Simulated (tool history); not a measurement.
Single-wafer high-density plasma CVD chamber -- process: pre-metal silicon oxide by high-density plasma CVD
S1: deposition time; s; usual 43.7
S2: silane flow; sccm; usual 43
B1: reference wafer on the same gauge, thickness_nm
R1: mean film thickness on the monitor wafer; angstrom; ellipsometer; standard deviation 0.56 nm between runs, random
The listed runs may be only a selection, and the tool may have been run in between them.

{"run": 1, "day": 0.0, "S1": 40.5, "S2": 43, "B1": 236.009, "R1": 1736.14}
{"run": 2, "day": 1.083, "S1": 40.5, "S2": 43, "B1": 236.05, "R1": 1736.18}
{"run": 3, "day": 2.1, "S1": 43.7, "S2": 43, "B1": 235.947, "R1": 1865.14}
{"day": 2.392, "done": "gauge calibrated"}
{"run": 4, "day": 2.738, "S1": 43.7, "S2": 43, "B1": 235.728, "R1": 1868.83}
{"run": 5, "day": 4.229, "S1": 49.8, "S2": 43, "B1": 235.936, "R1": 2134.51}
{"day": 5.629, "done": "silane flow controller replaced"}
{"run": 6, "day": 5.65, "S1": 49.8, "S2": 43, "B1": 236.065, "R1": 2245.18}
{"run": 7, "day": 6.808, "S1": 43.7, "S2": 43, "B1": 235.888, "R1": 1973.77}
{"run": 8, "day": 7.588, "S1": 43.7, "S2": 43, "B1": 236.027, "R1": 1967.32}
{"run": 9, "day": 8.238, "S1": 43.7, "S2": 43, "B1": 235.902, "R1": 1965.2}
{"run": 10, "day": 8.829, "S1": 43.7, "S2": 43, "B1": 236.341, "R1": 1966.56}
{"run": 11, "day": 10.025, "S1": 43.7, "S2": 47, "B1": 236.103, "R1": 2098.61}
{"run": 12, "day": 10.996, "S1": 35.9, "S2": 39, "B1": 235.986, "R1": 1473.71}
{"day": 11.679, "done": "gauge calibrated"}
{"run": 13, "day": 12.221, "S1": 50.2, "S2": 48, "B1": 236.128, "R1": 2471.61}
{"run": 14, "day": 12.817, "S1": 43.7, "S2": 43, "B1": 235.871, "R1": 1945.79}
{"run": 15, "day": 13.825, "S1": 51.3, "S2": 51, "B1": 235.914, "R1": 2649.72}
{"run": 16, "day": 14.812, "S1": 46.5, "S2": 52, "B1": 235.664, "R1": 2432.09}
{"run": 17, "day": 16.25, "S1": 43.7, "S2": 39, "B1": 235.761, "R1": 1781.05}
{"run": 18, "day": 17.196, "S1": 43.7, "S2": 43, "B1": 236.183, "R1": 1935.73}
{"run": 19, "day": 17.908, "S1": 50.5, "S2": 39, "B1": 236.061, "R1": 2047.91}
{"run": 20, "day": 18.7, "S1": 43.7, "S2": 37, "B1": 235.874, "R1": 1695.68}

Branching from run 20: 4 alternative next runs. What would each branch give?
{"run": "A", "day": 18.717, "S1": 51.4, "S2": 43, "B1": "?", "R1": "?"}
{"run": "B", "day": 18.717, "S1": 46.6, "S2": 50, "B1": "?", "R1": "?"}
{"run": "C", "day": 18.717, "S1": 49.3, "S2": 43, "B1": "?", "R1": "?"}
{"run": "D", "day": 18.717, "S1": 49.1, "S2": 49, "B1": "?", "R1": "?"}

run=A B1=235.875 R1=2275.75
run=B B1=235.875 R1=2352.35
run=C B1=235.875 R1=2182.78
run=D B1=235.875 R1=2435.03
Without the tool's unlogged condition, the same runs would have read:
run=A R1=2333.11
run=B R1=2411.64
run=C R1=2237.79
run=D R1=2496.41

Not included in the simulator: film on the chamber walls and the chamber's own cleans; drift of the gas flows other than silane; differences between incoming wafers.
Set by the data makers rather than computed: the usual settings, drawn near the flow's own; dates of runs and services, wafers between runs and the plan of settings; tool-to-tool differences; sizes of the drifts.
